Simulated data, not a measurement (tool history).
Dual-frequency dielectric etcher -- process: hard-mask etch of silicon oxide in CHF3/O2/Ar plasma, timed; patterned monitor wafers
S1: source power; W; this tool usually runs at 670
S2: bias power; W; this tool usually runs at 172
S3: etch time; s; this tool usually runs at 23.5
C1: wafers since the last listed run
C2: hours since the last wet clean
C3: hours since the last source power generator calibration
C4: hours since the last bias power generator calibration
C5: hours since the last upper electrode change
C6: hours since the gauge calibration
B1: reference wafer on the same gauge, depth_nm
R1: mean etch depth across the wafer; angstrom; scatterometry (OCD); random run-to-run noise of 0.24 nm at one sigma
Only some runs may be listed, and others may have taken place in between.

run 1 hour=0 | S1=700 S2=172 S3=23.5 | C1=0 C2=129.7 C3=1185.4 C4=1628.1 C5=5431.3 C6=1350.3 | B1=56.97 | R1=520.1
run 2 hour=42.9 | S1=670 S2=172 S3=23.5 | C1=436 C2=172.6 C3=1228.3 C4=1671 C5=5474.2 C6=1393.2 | B1=57.09 | R1=509.3
run 3 hour=100.2 | S1=670 S2=172 S3=23.5 | C1=582 C2=229.9 C3=1285.6 C4=1728.3 C5=5531.5 C6=1450.5 | B1=56.95 | R1=509.1
run 4 hour=134.1 | S1=670 S2=172 S3=23.5 | C1=344 C2=263.8 C3=1319.5 C4=1762.2 C5=5565.4 C6=1484.4 | B1=56.98 | R1=513.3
run 5 hour=167.6 | S1=670 S2=172 S3=23.5 | C1=340 C2=297.3 C3=1353 C4=1795.7 C5=5598.9 C6=1517.9 | B1=57.01 | R1=508.7
run 6 hour=229.1 | S1=530 S2=172 S3=23.5 | C1=625 C2=358.8 C3=1414.5 C4=1857.2 C5=5660.4 C6=1579.4 | B1=57.05 | R1=450.4
-- hour=256 upper electrode replaced
run 7 hour=266.3 | S1=670 S2=172 S3=19 | C1=134 C2=396 C3=1451.7 C4=1894.4 C5=10.3 C6=1616.6 | B1=57.02 | R1=410.6
run 8 hour=332.9 | S1=670 S2=172 S3=23.5 | C1=677 C2=462.6 C3=1518.3 C4=1961 C5=76.9 C6=1683.2 | B1=57.19 | R1=503.5
-- hour=399.8 wet clean of the chamber
run 9 hour=400.3 | S1=670 S2=172 S3=23.5 | C1=441 C2=0.5 C3=1585.7 C4=2028.4 C5=144.3 C6=1750.6 | B1=56.96 | R1=508.4
run 10 hour=441.4 | S1=730 S2=159 S3=29.5 | C1=418 C2=41.6 C3=1626.8 C4=2069.5 C5=185.4 C6=1791.7 | B1=57.03 | R1=643.7
run 11 hour=499.1 | S1=530 S2=130 S3=16.5 | C1=586 C2=99.3 C3=1684.5 C4=2127.2 C5=243.1 C6=1849.4 | B1=56.98 | R1=286.4
run 12 hour=570.9 | S1=820 S2=214 S3=16.5 | C1=730 C2=171.1 C3=1756.3 C4=2199 C5=314.9 C6=1921.2 | B1=57.02 | R1=425.3
-- hour=594.9 source power generator calibrated
run 13 hour=642.5 | S1=590 S2=172 S3=23.5 | C1=687 C2=242.7 C3=47.6 C4=2270.6 C5=386.5 C6=1992.8 | B1=56.91 | R1=476.8
-- hour=717.8 bias power generator calibrated
run 14 hour=763.1 | S1=790 S2=147 S3=25.5 | C1=1185 C2=363.3 C3=168.2 C4=45.3 C5=507.1 C6=2113.4 | B1=56.97 | R1=559.3
run 15 hour=796.6 | S1=720 S2=201 S3=28.5 | C1=340 C2=396.8 C3=201.7 C4=78.8 C5=540.6 C6=2146.9 | B1=57 | R1=664.4
run 16 hour=833.9 | S1=520 S2=155 S3=25.5 | C1=379 C2=434.1 C3=239 C4=116.1 C5=577.9 C6=2184.2 | B1=57.14 | R1=465
run 17 hour=920.4 | S1=670 S2=172 S3=23.5 | C1=879 C2=520.6 C3=325.5 C4=202.6 C5=664.4 C6=2270.7 | B1=57 | R1=504.8
run 18 hour=953 | S1=670 S2=204 S3=18.5 | C1=331 C2=553.2 C3=358.1 C4=235.2 C5=697 C6=2303.3 | B1=56.85 | R1=421.3
-- hour=1023.9 wet clean of the chamber
run 19 hour=1024.4 | S1=670 S2=172 S3=21.5 | C1=482 C2=0.5 C3=429.5 C4=306.6 C5=768.4 C6=2374.7 | B1=57.15 | R1=461.1
-- hour=1081.3 gauge calibrated
run 20 hour=1196.8 | S1=670 S2=139 S3=27.5 | C1=1753 C2=172.9 C3=601.9 C4=479 C5=940.8 C6=115.5 | B1=56.96 | R1=543.8
-- hour=1213.7 bias power generator calibrated, repeated, since the last time left the tool worse
run 21 hour=1264.4 | S1=670 S2=186 S3=21.5 | C1=646 C2=240.5 C3=669.5 C4=50.7 C5=1008.4 C6=183.1 | B1=56.98 | R1=486.1
run 22 hour=1316.7 | S1=780 S2=172 S3=27 | C1=531 C2=292.8 C3=721.8 C4=103 C5=1060.7 C6=235.4 | B1=56.98 | R1=634.2
run 23 hour=1386.6 | S1=670 S2=172 S3=23.5 | C1=710 C2=362.7 C3=791.7 C4=172.9 C5=1130.6 C6=305.3 | B1=57.03 | R1=518.1
run 24 hour=1427.1 | S1=580 S2=140 S3=20 | C1=411 C2=403.2 C3=832.2 C4=213.4 C5=1171.1 C6=345.8 | B1=56.89 | R1=380
run 25 hour=1485.3 | S1=820 S2=172 S3=19.5 | C1=591 C2=461.4 C3=890.4 C4=271.6 C5=1229.3 C6=404 | B1=56.95 | R1=471.4
run 26 hour=1551.6 | S1=670 S2=172 S3=23.5 | C1=674 C2=527.7 C3=956.7 C4=337.9 C5=1295.6 C6=470.3 | B1=56.9 | R1=511.6
run 27 hour=1597.4 | S1=670 S2=172 S3=23.5 | C1=465 C2=573.5 C3=1002.5 C4=383.7 C5=1341.4 C6=516.1 | B1=56.94 | R1=516.1
-- hour=1657.7 wet clean of the chamber
run 28 hour=1658.2 | S1=570 S2=172 S3=23.5 | C1=374 C2=0.5 C3=1063.3 C4=444.5 C5=1402.2 C6=576.9 | B1=56.98 | R1=473.5

5 ways to go on from here, each from the tool as it stands after run 28. What would each give?
run A hour=1658.6 | S1=670 S2=148 S3=23.5 | C1=4 C2=0.9 C3=1063.7 C4=444.9 C5=1402.6 C6=577.3 | B1=? | R1=?
run B hour=1658.6 | S1=590 S2=140 S3=29 | C1=4 C2=0.9 C3=1063.7 C4=444.9 C5=1402.6 C6=577.3 | B1=? | R1=?
run C hour=1658.6 | S1=740 S2=172 S3=18 | C1=4 C2=0.9 C3=1063.7 C4=444.9 C5=1402.6 C6=577.3 | B1=? | R1=?
run D hour=1658.6 | S1=670 S2=187 S3=21 | C1=4 C2=0.9 C3=1063.7 C4=444.9 C5=1402.6 C6=577.3 | B1=? | R1=?
run E hour=1658.6 | S1=760 S2=172 S3=26 | C1=4 C2=0.9 C3=1063.7 C4=444.9 C5=1402.6 C6=577.3 | B1=? | R1=?

run=A B1=56.9 R1=487.4
run=B B1=56.9 R1=553.7
run=C B1=56.9 R1=413.3
run=D B1=56.9 R1=474.4
run=E B1=56.9 R1=604.5
With no hidden state in the tool, these same runs would have given:
run=A R1=489.3
run=B R1=555.9
run=C R1=415
run=D R1=476.4
run=E R1=606.9

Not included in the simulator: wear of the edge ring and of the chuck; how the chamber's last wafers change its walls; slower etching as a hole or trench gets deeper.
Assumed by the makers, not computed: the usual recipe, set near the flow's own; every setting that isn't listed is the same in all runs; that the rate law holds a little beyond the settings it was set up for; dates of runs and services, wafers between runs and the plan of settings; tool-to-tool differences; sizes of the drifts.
